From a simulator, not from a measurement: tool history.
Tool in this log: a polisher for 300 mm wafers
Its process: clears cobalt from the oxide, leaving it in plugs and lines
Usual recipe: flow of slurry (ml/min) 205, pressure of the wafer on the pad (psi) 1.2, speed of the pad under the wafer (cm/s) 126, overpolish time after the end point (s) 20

run,day,flow of slurry (ml/min),pressure of the wafer on the pad (psi),speed of the pad under the wafer (cm/s),overpolish time after the end point (s),"incoming thickness of the incoming film, nm",time until the end point was called (s),dishing of a wide line in a test structure (nm)
1,0,205,1.2,144,20,178.8,42.4,50.2
2,0.362,205,1.2,126,20,177.5,47.6,48.1
# day 1.125: worn pad replaced by a new one
3,1.146,205,1.5,126,20,181.7,35.2,56.8
4,1.496,205,1.5,126,20,177.2,34.9,58.4
5,1.862,205,1.5,126,20,179.8,36.5,56.5
6,2.267,205,1.2,126,20,179.6,46.2,48.7
7,2.65,205,1.2,126,20,179.8,44.5,49.1
8,4.717,205,1.2,126,20,179.2,48.2,48.2
9,5.104,205,1.4,126,20,179.3,42.3,54
# day 5.254: slurry nozzle cleaned
10,5.688,205,1.4,126,20,179.5,41.4,52.1
11,6.3,205,1.4,126,20,179.8,42.5,51.1
12,6.888,205,1.2,126,20,178.2,49.3,48.6
13,7.592,205,1.2,126,20,180.9,50.2,47.6
# day 7.975: head pressure recalibrated
14,8.196,205,1.2,126,20,179.2,51.1,46.7
15,8.7,205,1.2,162,31,178.6,38.6,66.1
# day 9.275: worn pad replaced by a new one
16,9.296,205,1.2,126,20,179.4,42.1,51.8
17,9.683,260,1.2,104,20,178.3,50.8,46.2
18,10.096,205,1.4,126,20,180.2,37.6,55.5
19,10.733,205,1.4,126,20,180.7,38.8,55.2
20,11.104,205,0.9,126,20,179,61,40.3

The next listed run, before its measurement:
21,11.85,205,1.2,102,16,181.2,?,?

Run 21 yielded time until the end point was called (s) 58, dishing of a wide line in a test structure (nm) 36.2.
With no hidden state in the tool, this same run would have given time until the end point was called (s) 53.8, dishing of a wide line in a test structure (nm) 38.2.

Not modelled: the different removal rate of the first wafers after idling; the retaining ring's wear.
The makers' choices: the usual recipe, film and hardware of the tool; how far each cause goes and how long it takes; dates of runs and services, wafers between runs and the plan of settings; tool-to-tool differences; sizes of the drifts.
